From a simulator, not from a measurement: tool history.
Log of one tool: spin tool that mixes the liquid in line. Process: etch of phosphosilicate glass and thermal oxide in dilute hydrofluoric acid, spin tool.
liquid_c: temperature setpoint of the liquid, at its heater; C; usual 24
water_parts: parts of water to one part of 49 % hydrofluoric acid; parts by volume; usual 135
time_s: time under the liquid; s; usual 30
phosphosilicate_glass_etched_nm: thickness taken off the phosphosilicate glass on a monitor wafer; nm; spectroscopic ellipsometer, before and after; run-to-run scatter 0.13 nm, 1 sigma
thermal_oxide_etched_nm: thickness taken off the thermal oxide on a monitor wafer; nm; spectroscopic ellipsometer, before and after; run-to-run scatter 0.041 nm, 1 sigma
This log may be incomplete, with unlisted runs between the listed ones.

run   hour  liquid_c  water_parts  time_s  read-back film thickness of the phosphosilicate glass reference wafer, read on the same gauge (nm)  read-back film thickness of the thermal oxide reference wafer, read on the same gauge (nm)  phosphosilicate_glass_etched_nm  thermal_oxide_etched_nm
  1      0        24          135      30                                                                                               60.02                                                                                     100.019                            36.09                    1.166
  2   17.8        24          135      30                                                                                               59.96                                                                                     100.006                             36.5                    1.309
  3   26.4        24          135      30                                                                                               60.01                                                                                     100.018                            36.48                    1.219
  4   38.3        24          135      30                                                                                               60.02                                                                                      99.966                            36.44                    1.267
  5   52.7        24          135      30                                                                                               59.99                                                                                      99.989                            36.77                    1.407
  6   61.2        24          135      30                                                                                               59.94                                                                                      100.04                            36.55                    1.325
  7   75.6        24          135      30                                                                                                  60                                                                                     100.007                            36.41                    1.329
  8   92.7        24          135      30                                                                                               60.05                                                                                     100.014                            36.81                    1.255
  9  100.4        24          135      30                                                                                               59.93                                                                                     100.019                            36.41                    1.269
 10  113.3        24          135      30                                                                                                  60                                                                                     100.003                            36.76                    1.286
     122.8  -- gauge calibrated
 11  129.1        24          135      30                                                                                               60.02                                                                                     100.001                             36.7                    1.239
 12  145.6        24          135      30                                                                                               59.97                                                                                     100.005                            36.87                    1.282
 13  156.1        24          175      30                                                                                                  60                                                                                      99.992                            27.28                    1.025
     165.8  -- hydrofluoric acid flow meter replaced
 14  168.4        24          135      30                                                                                                  60                                                                                      99.993                            31.84                    1.131
 15  182.6        24          135      30                                                                                               60.04                                                                                     100.028                            31.76                    1.162
 16  196.6      28.5          135      30                                                                                               59.98                                                                                      99.986                            37.98                    1.288
 17    208        24           85      30                                                                                               60.02                                                                                     100.013                            54.01                    1.961
       215  -- thermometer replaced
 18    223        24          135      50                                                                                                  60                                                                                      99.975                            53.38                    1.711
 19  232.1      22.5          155      50                                                                                               60.02                                                                                     100.012                            42.81                    1.467
 20  239.7      21.5           90      50                                                                                               59.99                                                                                      99.984                            76.52                    2.737
 21  248.1      25.5          135      30                                                                                               59.98                                                                                     100.009                            33.76                    1.203
 22  255.4        24          135      15                                                                                                  60                                                                                     100.018                            16.07                    0.566
 23  265.4      22.5          135      15                                                                                               60.03                                                                                       99.99                            15.12                    0.546
 24  282.8      19.5          135      20                                                                                               59.99                                                                                      99.995                            17.99                    0.644
 25    293        24          200      30                                                                                               59.99                                                                                      99.991                             20.2                    0.706
 26  321.1        24          135      30                                                                                               59.95                                                                                     100.003                            32.34                    1.109

4 ways to go on from here, each from the tool as it stands after run 26. What would each give?
  A  321.5      19.5          135      30                                                                                                   ?                                                                                           ?                                ?                        ?
  B  321.5        24          200      45                                                                                                   ?                                                                                           ?                                ?                        ?
  C  321.5        24          135      45                                                                                                   ?                                                                                           ?                                ?                        ?
  D  321.5      27.5          190      30                                                                                                   ?                                                                                           ?                                ?                        ?

run  read-back film thickness of the phosphosilicate glass reference wafer, read on the same gauge (nm)  read-back film thickness of the thermal oxide reference wafer, read on the same gauge (nm)  phosphosilicate_glass_etched_nm  thermal_oxide_etched_nm
  A                                                                                               59.96                                                                                      99.993                            27.08                    0.912
  B                                                                                               59.96                                                                                      99.993                             30.5                    1.027
  C                                                                                               59.96                                                                                      99.993                            48.53                    1.634
  D                                                                                               59.96                                                                                      99.993                            24.59                    0.828
Without the tool's unlogged condition, the same runs would have read:
run  phosphosilicate_glass_etched_nm  thermal_oxide_etched_nm
  A                            26.37                    0.888
  B                            29.66                    0.998
  C                            47.26                    1.591
  D                            23.91                    0.805

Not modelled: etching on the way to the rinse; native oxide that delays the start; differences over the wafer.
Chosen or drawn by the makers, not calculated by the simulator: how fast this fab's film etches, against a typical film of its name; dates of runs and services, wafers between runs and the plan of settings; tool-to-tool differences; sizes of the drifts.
